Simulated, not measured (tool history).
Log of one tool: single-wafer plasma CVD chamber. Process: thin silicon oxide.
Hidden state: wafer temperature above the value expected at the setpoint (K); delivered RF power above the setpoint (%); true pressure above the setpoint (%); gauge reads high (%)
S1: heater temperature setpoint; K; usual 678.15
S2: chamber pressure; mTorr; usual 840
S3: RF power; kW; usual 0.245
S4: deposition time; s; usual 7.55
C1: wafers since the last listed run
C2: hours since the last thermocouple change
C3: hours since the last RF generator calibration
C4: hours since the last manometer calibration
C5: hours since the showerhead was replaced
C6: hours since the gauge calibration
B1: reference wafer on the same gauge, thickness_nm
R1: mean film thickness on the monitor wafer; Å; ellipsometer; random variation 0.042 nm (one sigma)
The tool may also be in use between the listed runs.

| run | day | S1 | S2 | S3 | S4 | C1 | C2 | C3 | C4 | C5 | C6 | B1 | R1 |
|---|---|---|---|---|---|---|---|---|---|---|---|---|---|
| 1 | 0 | 678.15 | 840 | 0.245 | 7.55 | 0 | 597.9 | 1681.1 | 788.8 | 8005 | 269.2 | 13.201 | 120.83 |
| 2 | 0.512 | 678.15 | 840 | 0.245 | 7.55 | 368 | 610.2 | 1693.4 | 801.1 | 8017.3 | 281.5 | 13.196 | 120 |
| 3 | 0.862 | 678.15 | 840 | 0.245 | 7.55 | 251 | 618.6 | 1701.8 | 809.5 | 8025.7 | 289.9 | 13.186 | 119.66 |
| 4 | 1.238 | 678.15 | 840 | 0.245 | 7.55 | 269 | 627.6 | 1710.8 | 818.5 | 8034.7 | 298.9 | 13.196 | 120.11 |
| 5 | 1.975 | 678.15 | 840 | 0.245 | 7.55 | 530 | 645.3 | 1728.5 | 836.2 | 8052.4 | 316.6 | 13.208 | 119.85 |
| 6 | 2.675 | 678.15 | 718 | 0.245 | 7.55 | 503 | 662.1 | 1745.3 | 853 | 8069.2 | 333.4 | 13.192 | 104.33 |
| 7 | 3.038 | 678.15 | 718 | 0.245 | 7.55 | 260 | 670.8 | 1754 | 861.7 | 8077.9 | 342.1 | 13.214 | 104.64 |
| 8 | 3.438 | 678.15 | 840 | 0.245 | 7.55 | 287 | 680.4 | 1763.6 | 871.3 | 8087.5 | 351.7 | 13.21 | 119.78 |
| 9 | 3.95 | 678.15 | 840 | 0.245 | 7.55 | 368 | 692.7 | 1775.9 | 883.6 | 8099.8 | 364 | 13.211 | 119.04 |
| 10 | 4.283 | 678.15 | 840 | 0.245 | 7.55 | 239 | 700.7 | 1783.9 | 891.6 | 8107.8 | 372 | 13.201 | 119.59 |
| 11 | 4.825 | 678.15 | 840 | 0.245 | 7.55 | 389 | 713.7 | 1796.9 | 904.6 | 8120.8 | 385 | 13.208 | 118.83 |
| 12 | 5.192 | 678.15 | 840 | 0.245 | 7.55 | 263 | 722.5 | 1805.7 | 913.4 | 8129.6 | 393.8 | 13.203 | 119.64 |
| 13 | 5.783 | 678.15 | 840 | 0.245 | 7.55 | 425 | 736.7 | 1819.9 | 927.6 | 8143.8 | 408 | 13.196 | 118.75 |
| 14 | 6.462 | 678.15 | 718 | 0.245 | 7.55 | 488 | 753 | 1836.2 | 943.9 | 8160.1 | 424.3 | 13.21 | 103.69 |
|  | 6.804 | gauge calibrated |
| 15 | 7.096 | 678.15 | 840 | 0.245 | 7.55 | 455 | 768.2 | 1851.4 | 959.1 | 8175.3 | 7 | 13.207 | 119.06 |
| 16 | 7.35 | 678.15 | 707 | 0.26 | 7.55 | 182 | 774.3 | 1857.5 | 965.2 | 8181.4 | 13.1 | 13.199 | 105.98 |
| 17 | 7.692 | 678.15 | 840 | 0.245 | 7.55 | 245 | 782.5 | 1865.7 | 973.4 | 8189.6 | 21.3 | 13.19 | 118.94 |
| 18 | 8.246 | 678.15 | 696 | 0.245 | 7.55 | 398 | 795.8 | 1879 | 986.7 | 8202.9 | 34.6 | 13.196 | 100.74 |
|  | 8.838 | capacitance manometer re-zeroed and calibrated |
|  | 8.842 | RF generator calibrated |
| 19 | 9.754 | 678.15 | 840 | 0.245 | 7.55 | 842 | 832 | 21.9 | 22 | 8239.1 | 70.8 | 13.19 | 125.94 |
|  | 10.371 | thermocouple changed; heater temperature recalibrated |
|  | 10.625 | showerhead replaced |
| 20 | 11.412 | 678.15 | 840 | 0.245 | 6.53 | 769 | 25 | 61.7 | 61.8 | 18.9 | 110.6 | 13.203 | 108.76 |
| 21 | 12.054 | 678.15 | 840 | 0.285 | 6.78 | 461 | 40.4 | 77.1 | 77.2 | 34.3 | 126 | 13.193 | 124.47 |
| 22 | 12.767 | 678.15 | 840 | 0.245 | 7.55 | 512 | 57.5 | 94.2 | 94.3 | 51.4 | 143.1 | 13.213 | 125.76 |
| 23 | 13.171 | 664.15 | 840 | 0.245 | 7.55 | 290 | 67.2 | 103.9 | 104 | 61.1 | 152.8 | 13.201 | 127.65 |
| 24 | 13.508 | 690.15 | 995 | 0.22 | 6.43 | 242 | 75.3 | 112 | 112.1 | 69.2 | 160.9 | 13.189 | 113.13 |
| 25 | 13.758 | 684.15 | 751 | 0.245 | 7.55 | 179 | 81.3 | 118 | 118.1 | 75.2 | 166.9 | 13.213 | 113.74 |
| 26 | 14.288 | 671.15 | 840 | 0.245 | 7.55 | 380 | 94 | 130.7 | 130.8 | 87.9 | 179.6 | 13.206 | 126.17 |
| 27 | 14.558 | 678.15 | 647 | 0.2 | 6.78 | 194 | 100.5 | 137.2 | 137.3 | 94.4 | 186.1 | 13.188 | 77.77 |
| 28 | 15.188 | 678.15 | 840 | 0.225 | 8.27 | 452 | 115.6 | 152.3 | 152.4 | 109.5 | 201.2 | 13.212 | 130.38 |

5 ways to go on from here, each from the tool as it stands after run 28. What would each give?
| A | 15.204 | 692.15 | 840 | 0.245 | 7.55 | 11 | 116 | 152.7 | 152.8 | 109.9 | 201.6 | ? | ? |
| B | 15.204 | 687.15 | 745 | 0.28 | 7.55 | 11 | 116 | 152.7 | 152.8 | 109.9 | 201.6 | ? | ? |
| C | 15.204 | 664.15 | 951 | 0.215 | 8.59 | 11 | 116 | 152.7 | 152.8 | 109.9 | 201.6 | ? | ? |
| D | 15.204 | 678.15 | 840 | 0.245 | 8.6 | 11 | 116 | 152.7 | 152.8 | 109.9 | 201.6 | ? | ? |
| E | 15.204 | 678.15 | 957 | 0.26 | 8.71 | 11 | 116 | 152.7 | 152.8 | 109.9 | 201.6 | ? | ? |

| run | B1 | R1 |
|---|---|---|
| A | 13.213 | 124.51 |
| B | 13.213 | 122.01 |
| C | 13.213 | 145.67 |
| D | 13.213 | 143.13 |
| E | 13.213 | 166.48 |
Without the tool's hidden state the same runs would have given:
| run | R1 |
|---|---|
| A | 125.84 |
| B | 123.19 |
| C | 147.35 |
| D | 144.66 |
| E | 168.16 |
